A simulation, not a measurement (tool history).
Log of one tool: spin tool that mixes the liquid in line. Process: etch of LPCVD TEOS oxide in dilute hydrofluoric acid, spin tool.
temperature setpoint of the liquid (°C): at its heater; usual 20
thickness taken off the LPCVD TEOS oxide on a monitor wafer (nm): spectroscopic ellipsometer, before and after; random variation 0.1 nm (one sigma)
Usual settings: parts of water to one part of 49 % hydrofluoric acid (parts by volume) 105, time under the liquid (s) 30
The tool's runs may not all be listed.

run   hour  temperature setpoint of the liquid (°C)  parts of water to one part of 49 % hydrofluoric acid (parts by volume)  time under the liquid (s)  read-back film thickness of the LPCVD TEOS oxide reference wafer, read on the same gauge (nm)  thickness taken off the LPCVD TEOS oxide on a monitor wafer (nm)
  1      0                                     23.5                                                                     105                         30                                                                                            120                                                             13.61
  2   18.4                                     23.5                                                                     105                         30                                                                                            120                                                             13.62
  3   53.6                                     23.5                                                                     105                         30                                                                                         120.04                                                             13.65
  4   81.2                                       20                                                                     105                         30                                                                                         120.03                                                              11.7
  5   98.8                                       20                                                                     105                         30                                                                                         120.03                                                             11.82
  6  129.5                                     21.5                                                                     105                         45                                                                                         119.98                                                             18.51
     146.5  -- hydrofluoric acid flow meter replaced
  7  159.6                                     21.5                                                                     105                         45                                                                                         119.95                                                             17.18
     169.6  -- gauge calibrated
  8  179.6                                       20                                                                     105                         30                                                                                         119.96                                                             10.66
  9  194.6                                       20                                                                     105                         30                                                                                         120.03                                                             10.66
 10  207.5                                       17                                                                     140                         30                                                                                         120.02                                                              6.79
     216.6  -- hydrofluoric acid flow meter replaced, repeated, since the last time left the tool worse
 11  231.4                                       20                                                                     120                         20                                                                                         119.99                                                              7.32
 12    250                                       20                                                                     105                         30                                                                                         119.99                                                             12.75
 13  278.8                                       20                                                                      75                         20                                                                                         119.97                                                             12.39
       302  -- thermometer replaced
 14  305.6                                       20                                                                     105                         30                                                                                         120.02                                                             12.75
 15  318.8                                       20                                                                     130                         40                                                                                         120.05                                                             13.31
 16    343                                       24                                                                      65                         45                                                                                         119.96                                                             37.83
 17    363                                       22                                                                     105                         15                                                                                            120                                                              6.85
 18  377.9                                       20                                                                     105                         30                                                                                            120                                                             12.57
 19  411.7                                       17                                                                      80                         20                                                                                         120.04                                                             10.04

Forecast each of these 5 alternatives for the next run:
  A  412.1                                       20                                                                     105                         30                                                                                              ?                                                                 ?
  B  412.1                                       20                                                                      75                         45                                                                                              ?                                                                 ?
  C  412.1                                       20                                                                     105                         40                                                                                              ?                                                                 ?
  D  412.1                                       17                                                                      90                         25                                                                                              ?                                                                 ?
  E  412.1                                     21.5                                                                     130                         40                                                                                              ?                                                                 ?

run  read-back film thickness of the LPCVD TEOS oxide reference wafer, read on the same gauge (nm)  thickness taken off the LPCVD TEOS oxide on a monitor wafer (nm)
  A                                                                                         120.01                                                             12.63
  B                                                                                         120.01                                                             27.46
  C                                                                                         120.01                                                             16.84
  D                                                                                         120.01                                                             11.02
  E                                                                                         120.01                                                             14.05
Without the tool's hidden state the same runs would have given:
run  thickness taken off the LPCVD TEOS oxide on a monitor wafer (nm)
  A                                                             12.94
  B                                                             28.11
  C                                                             17.25
  D                                                             11.28
  E                                                              14.4
